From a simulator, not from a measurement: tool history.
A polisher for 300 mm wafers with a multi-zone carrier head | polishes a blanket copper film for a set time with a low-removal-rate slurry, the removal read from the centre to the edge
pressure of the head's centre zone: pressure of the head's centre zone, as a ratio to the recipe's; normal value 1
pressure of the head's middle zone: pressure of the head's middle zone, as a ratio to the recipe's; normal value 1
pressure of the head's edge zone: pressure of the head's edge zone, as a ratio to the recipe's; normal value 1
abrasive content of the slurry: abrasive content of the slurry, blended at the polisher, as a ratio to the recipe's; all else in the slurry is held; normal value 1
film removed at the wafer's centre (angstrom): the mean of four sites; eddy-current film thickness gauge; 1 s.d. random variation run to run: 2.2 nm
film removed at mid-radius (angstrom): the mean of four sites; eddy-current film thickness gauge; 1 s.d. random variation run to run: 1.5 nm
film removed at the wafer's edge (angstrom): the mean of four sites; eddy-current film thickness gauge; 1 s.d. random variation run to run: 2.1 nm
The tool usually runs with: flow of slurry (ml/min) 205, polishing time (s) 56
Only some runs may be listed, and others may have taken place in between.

run   hour  flow of slurry (ml/min)  pressure of the head's centre zone  pressure of the head's middle zone  pressure of the head's edge zone  abrasive content of the slurry  polishing time (s)  wafers since the last listed run  wafers polished on this pad  hours since the slurry nozzle was cleaned  hours since the centre zone pressure was calibrated  hours since the edge zone pressure was calibrated  hours since the carrier head's membrane was replaced  incoming thickness of the incoming film, nm  film removed at the wafer's centre (angstrom)  film removed at mid-radius (angstrom)  film removed at the wafer's edge (angstrom)
  1      0                      205                                   1                                1.08                                 1                             1.3                  45                                 0                          234                                      422.5                                               1122.3                                             1297.5                                                 399.1                                        680.5                                           1257                                   1323                                         1265
  2     33                      250                                   1                                   1                                 1                               1                  56                               379                          614                                      455.5                                               1155.3                                             1330.5                                                 432.1                                        677.1                                           1549                                   1566                                         1632
  3   63.3                      205                                   1                                   1                                 1                               1                  56                               348                          962                                      485.8                                               1185.6                                             1360.8                                                 462.4                                        685.1                                           1431                                   1455                                         1561
  4   93.6                      205                                   1                                   1                                 1                            0.75                  56                               348                         1311                                      516.1                                               1215.9                                             1391.1                                                 492.7                                        688.4                                           1344                                   1389                                         1473
      96.3  -- edge zone pressure recalibrated
  5  106.5                      180                                   1                                   1                                 1                               1                  38                               125                         1436                                        529                                               1228.8                                               10.2                                                 505.6                                        681.9                                            884                                    925                                         1001
     107.9  -- slurry nozzle cleaned
       113  -- carrier head's membrane replaced by a new one
  6  131.7                      135                                   1                                   1                                 1                               1                  56                               220                         1657                                       23.8                                                 1254                                               35.4                                                  18.7                                        689.3                                           1481                                   1531                                         1556
  7  155.1                      230                                0.91                                1.08                                 1                               1                  62                               269                         1926                                       47.2                                               1277.4                                               58.8                                                  42.1                                        669.7                                           1707                                   1999                                         1878
     162.3  -- centre zone pressure recalibrated
  8  185.7                      205                                   1                                   1                                 1                               1                  56                               328                         2255                                       77.8                                                 23.4                                               89.4                                                  72.7                                        684.6                                           1648                                   1627                                         1668
     202.9  -- worn pad replaced by a new one, of another model than before
  9  203.4                      205                                   1                                   1                                 1                               1                  56                               157                            5                                       95.5                                                 41.1                                              107.1                                                  90.4                                        686.2                                           1580                                   1640                                         1665
 10  241.8                      205                                1.07                                   1                              1.07                               1                  56                               441                          447                                      133.9                                                 79.5                                              145.5                                                 128.8                                        683.6                                           1687                                   1587                                         1682
 11  257.5                      205                                   1                                   1                                 1                               1                  56                               180                          627                                      149.6                                                 95.2                                              161.2                                                 144.5                                          676                                           1603                                   1583                                         1613
 12  291.1                      170                                   1                                   1                                 1                               1                  56                               386                         1014                                      183.2                                                128.8                                              194.8                                                 178.1                                        673.9                                           1440                                   1480                                         1534
 13    321                      205                                   1                                   1                                 1                               1                  56                               343                         1358                                      213.1                                                158.7                                              224.7                                                   208                                        691.8                                           1536                                   1566                                         1597
 14    341                      205                                   1                                0.97                              1.06                               1                  50                               230                         1588                                      233.1                                                178.7                                              244.7                                                   228                                        673.5                                           1375                                   1352                                         1466
 15  356.3                      205                                   1                                   1                                 1                               1                  70                               175                         1764                                      248.4                                                  194                                                260                                                 243.3                                        675.8                                           1916                                   1940                                         1986
 16  369.9                      205                                1.11                                   1                                 1                               1                  56                               156                         1920                                        262                                                207.6                                              273.6                                                 256.9                                        675.2                                           1653                                   1539                                         1612
 17  385.8                      205                                 0.9                                   1                                 1                               1                  56                               182                         2103                                      277.9                                                223.5                                              289.5                                                 272.8                                        685.9                                           1328                                   1521                                         1574
     396.7  -- worn pad replaced by a new one
 18  407.4                      205                                   1                                1.07                                 1                               1                  49                               202                          123                                      299.5                                                245.1                                              311.1                                                 294.4                                        675.8                                           1290                                   1385                                         1373
 19    423                      205                                   1                                   1                                 1                               1                  56                               179                          303                                      315.1                                                260.7                                              326.7                                                   310                                        672.7                                           1434                                   1474                                         1553
 20  447.8                      205                                   1                                1.05                                 1                               1                  56                               285                          588                                      339.9                                                285.5                                              351.5                                                 334.8                                        690.1                                           1431                                   1515                                         1519
 21  483.7                      205                                   1                                   1                                 1                               1                  56                               412                         1001                                      375.8                                                321.4                                              387.4                                                 370.7                                        682.2                                           1398                                   1416                                         1514

Alternative continuations, all from the tool just after run 21; predict every row:
  A  484.1                      205                                   1                                1.04                                 1                               1                  56                                 4                         1005                                      376.2                                                321.8                                              387.8                                                 371.1                                        684.4                                              ?                                      ?                                            ?
  B  484.1                      205                                   1                                   1                                 1                             1.2                  56                                 4                         1005                                      376.2                                                321.8                                              387.8                                                 371.1                                        684.4                                              ?                                      ?                                            ?
  C  484.1                      155                                   1                                   1                                 1                            1.15                  65                                 4                         1005                                      376.2                                                321.8                                              387.8                                                 371.1                                        684.4                                              ?                                      ?                                            ?
  D  484.1                      170                                0.95                                   1                                 1                               1                  56                                 4                         1005                                      376.2                                                321.8                                              387.8                                                 371.1                                        684.4                                              ?                                      ?                                            ?

run  film removed at the wafer's centre (angstrom)  film removed at mid-radius (angstrom)  film removed at the wafer's edge (angstrom)
  A                                           1377                                   1475                                         1498
  B                                           1412                                   1463                                         1537
  C                                           1350                                   1438                                         1601
  D                                           1172                                   1295                                         1407
With the hidden condition removed and each run's random variation left untouched, the same runs would have given:
run  film removed at the wafer's centre (angstrom)  film removed at mid-radius (angstrom)  film removed at the wafer's edge (angstrom)
  A                                           1654                                   1734                                         1680
  B                                           1696                                   1720                                         1724
  C                                           1793                                   1836                                         1879
  D                                           1496                                   1601                                         1624
